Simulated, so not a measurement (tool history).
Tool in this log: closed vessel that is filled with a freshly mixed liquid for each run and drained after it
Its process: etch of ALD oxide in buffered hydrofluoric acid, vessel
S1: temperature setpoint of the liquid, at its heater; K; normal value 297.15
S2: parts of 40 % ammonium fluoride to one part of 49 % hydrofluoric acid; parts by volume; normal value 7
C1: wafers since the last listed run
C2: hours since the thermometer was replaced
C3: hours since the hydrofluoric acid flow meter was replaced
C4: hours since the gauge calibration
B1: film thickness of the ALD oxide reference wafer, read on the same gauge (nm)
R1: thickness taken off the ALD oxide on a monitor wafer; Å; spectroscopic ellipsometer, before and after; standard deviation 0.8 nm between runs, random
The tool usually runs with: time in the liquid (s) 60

Run 1, hour 0: usual settings; C1 0; C2 2074.4; C3 1776.4; C4 1.6; B1 89.96. Result: R1 1733.2 Å.
Run 2, hour 10.8: usual settings; C1 1263; C2 2085.2; C3 1787.2; C4 12.4; B1 90. Result: R1 1720.1 Å.
Run 3, hour 20.8: usual settings; C1 1170; C2 2095.2; C3 1797.2; C4 22.4; B1 90. Result: R1 1726.8 Å.
Run 4, hour 27.1: usual settings; C1 737; C2 2101.5; C3 1803.5; C4 28.7; B1 90.04. Result: R1 1727.8 Å.
Run 5, hour 35.1: usual settings; C1 936; C2 2109.5; C3 1811.5; C4 36.7; B1 90. Result: R1 1720.6 Å.
Run 6, hour 46.3: usual settings; C1 1310; C2 2120.7; C3 1822.7; C4 47.9; B1 89.93. Result: R1 1717.5 Å.
Run 7, hour 57.6: usual settings but S1 294.65 K, S2 5 parts by volume; C1 1322; C2 2132; C3 1834; C4 59.2; B1 90.02. Result: R1 2052.5 Å.
Run 8, hour 68.9: usual settings but S1 294.65 K, S2 5 parts by volume; C1 1322; C2 2143.3; C3 1845.3; C4 70.5; B1 89.97. Result: R1 2048.9 Å.
Run 9, hour 81: usual settings but time in the liquid (s) 70; C1 1415; C2 2155.4; C3 1857.4; C4 82.6; B1 89.98. Result: R1 1994.1 Å.
Run 10, hour 98.8: usual settings but time in the liquid (s) 70; C1 2082; C2 2173.2; C3 1875.2; C4 100.4; B1 89.96. Result: R1 1998 Å.
Run 11, hour 108.5: usual settings but S2 6 parts by volume; C1 1135; C2 2182.9; C3 1884.9; C4 110.1; B1 90.02. Result: R1 2019.8 Å.
Run 12, hour 117.2: usual settings but S2 6 parts by volume; C1 1018; C2 2191.6; C3 1893.6; C4 118.8; B1 89.99. Result: R1 2003.7 Å.
At hour 122.7: thermometer replaced.
Run 13, hour 135: usual settings but S1 294.15 K, S2 9 parts by volume, time in the liquid (s) 30; C1 1965; C2 12.3; C3 1911.4; C4 136.6; B1 90.02. Result: R1 578.4 Å.
Run 14, hour 147: usual settings but S1 299.65 K; C1 1404; C2 24.3; C3 1923.4; C4 148.6; B1 89.97. Result: R1 1948.5 Å.

Run 15, settings as shown, results not yet in. Your forecast:
Run 15, hour 156.9: usual settings but S1 295.65 K, time in the liquid (s) 90; C1 1158; C2 34.2; C3 1933.3; C4 158.5; B1 ?. Result: R1 ?.

Run 15 produced B1 89.98, R1 2339 Å.
The same run, on a tool lacking any hidden state, would have yielded R1 2693.3 Å.
